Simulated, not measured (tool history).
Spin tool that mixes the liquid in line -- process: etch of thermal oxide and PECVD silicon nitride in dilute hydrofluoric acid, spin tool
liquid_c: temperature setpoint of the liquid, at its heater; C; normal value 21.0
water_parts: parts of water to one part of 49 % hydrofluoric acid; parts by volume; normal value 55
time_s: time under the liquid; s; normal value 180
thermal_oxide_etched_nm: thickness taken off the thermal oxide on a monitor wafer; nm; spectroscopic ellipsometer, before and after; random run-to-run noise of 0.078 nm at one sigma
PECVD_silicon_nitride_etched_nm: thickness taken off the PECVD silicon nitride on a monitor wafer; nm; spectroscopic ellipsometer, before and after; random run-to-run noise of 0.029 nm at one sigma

run	hour	liquid_c	water_parts	time_s	read-back film thickness of the thermal oxide reference wafer, read on the same gauge (nm)	read-back film thickness of the PECVD silicon nitride reference wafer, read on the same gauge (nm)	thermal_oxide_etched_nm	PECVD_silicon_nitride_etched_nm
1	0.0	21.0	55	225	80.82	101.016	18.38	5.580
2	53.8	21.0	55	225	80.97	101.215	18.45	5.507
3	95.4	21.0	55	180	81.05	101.357	14.86	4.457
4	184.2	21.0	55	180	81.34	101.604	14.76	4.468
5	225.2	21.0	55	180	81.46	101.778	14.98	4.528
6	318.8	21.0	55	180	81.71	102.147	14.78	4.486
7	359.1	21.0	55	180	81.81	102.303	14.93	4.495
8	606.1	21.0	55	180	82.54	103.130	15.04	4.545
# hour 663.4: thermometer replaced
9	683.2	21.0	75	180	82.75	103.441	10.81	3.388
10	787.2	21.0	75	180	83.04	103.816	10.92	3.393
11	869.9	17.0	55	265	83.28	104.140	18.74	5.140
12	950.0	17.0	55	265	83.48	104.370	18.86	5.086
13	993.8	17.5	70	290	83.62	104.520	16.20	4.640
14	1049.6	24.0	55	290	83.81	104.736	28.00	9.111
# hour 1123.2: gauge calibrated
15	1150.9	18.0	75	180	79.83	99.803	9.14	2.603
16	1201.6	21.0	55	180	79.97	99.955	14.61	4.443
17	1297.3	18.5	35	145	80.22	100.275	17.06	4.634
18	1394.4	25.5	30	230	80.53	100.634	42.75	13.905
19	1498.0	21.0	55	180	80.79	101.046	14.74	4.424
# hour 1600.8: hydrofluoric acid flow meter replaced
20	1715.5	21.0	55	180	81.42	101.762	14.88	4.454
21	1793.9	21.0	35	235	81.67	102.045	31.17	9.152
22	1857.0	17.0	65	140	81.82	102.295	8.19	2.245
23	1934.4	23.0	65	260	82.07	102.602	19.36	6.292
24	2040.1	21.0	55	180	82.35	102.937	15.03	4.560
25	2131.6	26.0	40	70	82.61	103.197	10.03	3.369
26	2196.4	21.0	55	125	82.79	103.467	10.45	3.111

Results for each run, recomputed without the tool's hidden state and with each run's random variation untouched:
The tool's hidden condition here consists of: liquid hotter than its thermometer reads (K); hydrofluoric acid flow below the setpoint (%); gauge reads high (%).
run	thermal_oxide_etched_nm	PECVD_silicon_nitride_etched_nm
1	18.20	5.524
2	18.23	5.441
3	14.66	4.398
4	14.52	4.395
5	14.71	4.447
6	14.47	4.392
7	14.60	4.394
8	14.58	4.406
9	10.45	3.276
10	10.52	3.269
11	18.00	4.937
12	18.06	4.872
13	15.50	4.439
14	26.73	8.698
15	9.16	2.609
16	14.61	4.445
17	17.01	4.621
18	42.48	13.817
19	14.59	4.380
20	14.62	4.376
21	30.54	8.968
22	8.01	2.195
23	18.88	6.135
24	14.60	4.430
25	9.72	3.263
26	10.10	3.006
